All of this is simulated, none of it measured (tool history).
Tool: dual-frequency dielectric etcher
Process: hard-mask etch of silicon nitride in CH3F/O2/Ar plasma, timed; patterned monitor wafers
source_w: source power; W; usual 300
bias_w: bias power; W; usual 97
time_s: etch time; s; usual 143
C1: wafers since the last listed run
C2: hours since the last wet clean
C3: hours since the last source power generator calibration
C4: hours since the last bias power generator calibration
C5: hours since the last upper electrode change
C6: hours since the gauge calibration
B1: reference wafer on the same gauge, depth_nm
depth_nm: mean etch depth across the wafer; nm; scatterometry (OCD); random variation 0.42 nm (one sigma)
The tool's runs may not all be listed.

run 1 hour=0 | source_w=300 bias_w=97 time_s=126.5 | C1=0 C2=209.2 C3=2450.8 C4=3023.3 C5=4660.2 C6=103 | B1=96.4 | depth_nm=82.4
run 2 hour=56.3 | source_w=300 bias_w=97 time_s=126.5 | C1=492 C2=265.5 C3=2507.1 C4=3079.6 C5=4716.5 C6=159.3 | B1=96.4 | depth_nm=83.8
run 3 hour=128.3 | source_w=300 bias_w=86 time_s=143 | C1=629 C2=337.5 C3=2579.1 C4=3151.6 C5=4788.5 C6=231.3 | B1=96.4 | depth_nm=88.1
run 4 hour=173.3 | source_w=300 bias_w=97 time_s=143 | C1=393 C2=382.5 C3=2624.1 C4=3196.6 C5=4833.5 C6=276.3 | B1=96.6 | depth_nm=94.9
run 5 hour=211.1 | source_w=300 bias_w=97 time_s=143 | C1=330 C2=420.3 C3=2661.9 C4=3234.4 C5=4871.3 C6=314.1 | B1=96.4 | depth_nm=95.6
run 6 hour=235.6 | source_w=300 bias_w=97 time_s=143 | C1=214 C2=444.8 C3=2686.4 C4=3258.9 C5=4895.8 C6=338.6 | B1=96.4 | depth_nm=94.8
run 7 hour=281 | source_w=300 bias_w=97 time_s=143 | C1=396 C2=490.2 C3=2731.8 C4=3304.3 C5=4941.2 C6=384 | B1=96.6 | depth_nm=95.6
run 8 hour=326.7 | source_w=300 bias_w=97 time_s=143 | C1=399 C2=535.9 C3=2777.5 C4=3350 C5=4986.9 C6=429.7 | B1=96.3 | depth_nm=95.7
-- hour=369.4 source power generator calibrated
-- hour=386.4 wet clean of the chamber
run 9 hour=386.9 | source_w=300 bias_w=107 time_s=143 | C1=342 C2=0.5 C3=17.5 C4=3410.2 C5=5047.1 C6=489.9 | B1=96.6 | depth_nm=96.5
run 10 hour=403.3 | source_w=350 bias_w=97 time_s=143 | C1=143 C2=16.9 C3=33.9 C4=3426.6 C5=5063.5 C6=506.3 | B1=96.4 | depth_nm=96.4
-- hour=429.9 bias power generator calibrated
-- hour=469.5 upper electrode replaced
run 11 hour=474.9 | source_w=350 bias_w=97 time_s=143 | C1=381 C2=88.5 C3=105.5 C4=45 C5=5.4 C6=577.9 | B1=96.4 | depth_nm=96.7
run 12 hour=520 | source_w=350 bias_w=97 time_s=143 | C1=394 C2=133.6 C3=150.6 C4=90.1 C5=50.5 C6=623 | B1=96.2 | depth_nm=97
run 13 hour=566.9 | source_w=230 bias_w=120 time_s=163 | C1=409 C2=180.5 C3=197.5 C4=137 C5=97.4 C6=669.9 | B1=96.3 | depth_nm=108
run 14 hour=626.1 | source_w=300 bias_w=87 time_s=177.5 | C1=517 C2=239.7 C3=256.7 C4=196.2 C5=156.6 C6=729.1 | B1=96.6 | depth_nm=108.8
run 15 hour=654 | source_w=230 bias_w=97 time_s=159 | C1=243 C2=267.6 C3=284.6 C4=224.1 C5=184.5 C6=757 | B1=96.2 | depth_nm=95
run 16 hour=703 | source_w=260 bias_w=97 time_s=143 | C1=428 C2=316.6 C3=333.6 C4=273.1 C5=233.5 C6=806 | B1=96.2 | depth_nm=88.9
run 17 hour=770.2 | source_w=230 bias_w=79 time_s=162.5 | C1=587 C2=383.8 C3=400.8 C4=340.3 C5=300.7 C6=873.2 | B1=96.3 | depth_nm=86.6
run 18 hour=815.7 | source_w=300 bias_w=97 time_s=169.5 | C1=397 C2=429.3 C3=446.3 C4=385.8 C5=346.2 C6=918.7 | B1=96.4 | depth_nm=111.7
-- hour=846.4 gauge calibrated
run 19 hour=870.9 | source_w=300 bias_w=97 time_s=143 | C1=482 C2=484.5 C3=501.5 C4=441 C5=401.4 C6=24.5 | B1=96.4 | depth_nm=94.9
run 20 hour=905.8 | source_w=250 bias_w=97 time_s=131 | C1=305 C2=519.4 C3=536.4 C4=475.9 C5=436.3 C6=59.4 | B1=96.3 | depth_nm=82
run 21 hour=937.5 | source_w=220 bias_w=113 time_s=171 | C1=277 C2=551.1 C3=568.1 C4=507.6 C5=468 C6=91.1 | B1=96.5 | depth_nm=111.7
run 22 hour=1003.1 | source_w=300 bias_w=97 time_s=162 | C1=573 C2=616.7 C3=633.7 C4=573.2 C5=533.6 C6=156.7 | B1=96.5 | depth_nm=108.2
-- hour=1034.6 wet clean of the chamber
run 23 hour=1062.6 | source_w=300 bias_w=97 time_s=143 | C1=310 C2=28 C3=693.2 C4=632.7 C5=593.1 C6=216.2 | B1=96.4 | depth_nm=91.3
run 24 hour=1123.1 | source_w=300 bias_w=97 time_s=143 | C1=528 C2=88.5 C3=753.7 C4=693.2 C5=653.6 C6=276.7 | B1=96.5 | depth_nm=91
run 25 hour=1157.7 | source_w=230 bias_w=87 time_s=106 | C1=302 C2=123.1 C3=788.3 C4=727.8 C5=688.2 C6=311.3 | B1=96.2 | depth_nm=58.2

Consider 3 possible next runs. They are alternatives, not a sequence: every one starts from the tool as it was left by run 25. What does each give?
run A hour=1158.2 | source_w=300 bias_w=97 time_s=143 | C1=4 C2=123.6 C3=788.8 C4=728.3 C5=688.7 C6=311.8 | B1=? | depth_nm=?
run B hour=1158.2 | source_w=230 bias_w=104 time_s=143 | C1=4 C2=123.6 C3=788.8 C4=728.3 C5=688.7 C6=311.8 | B1=? | depth_nm=?
run C hour=1158.2 | source_w=300 bias_w=113 time_s=143 | C1=4 C2=123.6 C3=788.8 C4=728.3 C5=688.7 C6=311.8 | B1=? | depth_nm=?

run=A B1=96.5 depth_nm=91.8
run=B B1=96.5 depth_nm=87.6
run=C B1=96.5 depth_nm=100
What these runs would have given with no unlogged condition in the tool:
run=A depth_nm=91.3
run=B depth_nm=87.1
run=C depth_nm=99.4

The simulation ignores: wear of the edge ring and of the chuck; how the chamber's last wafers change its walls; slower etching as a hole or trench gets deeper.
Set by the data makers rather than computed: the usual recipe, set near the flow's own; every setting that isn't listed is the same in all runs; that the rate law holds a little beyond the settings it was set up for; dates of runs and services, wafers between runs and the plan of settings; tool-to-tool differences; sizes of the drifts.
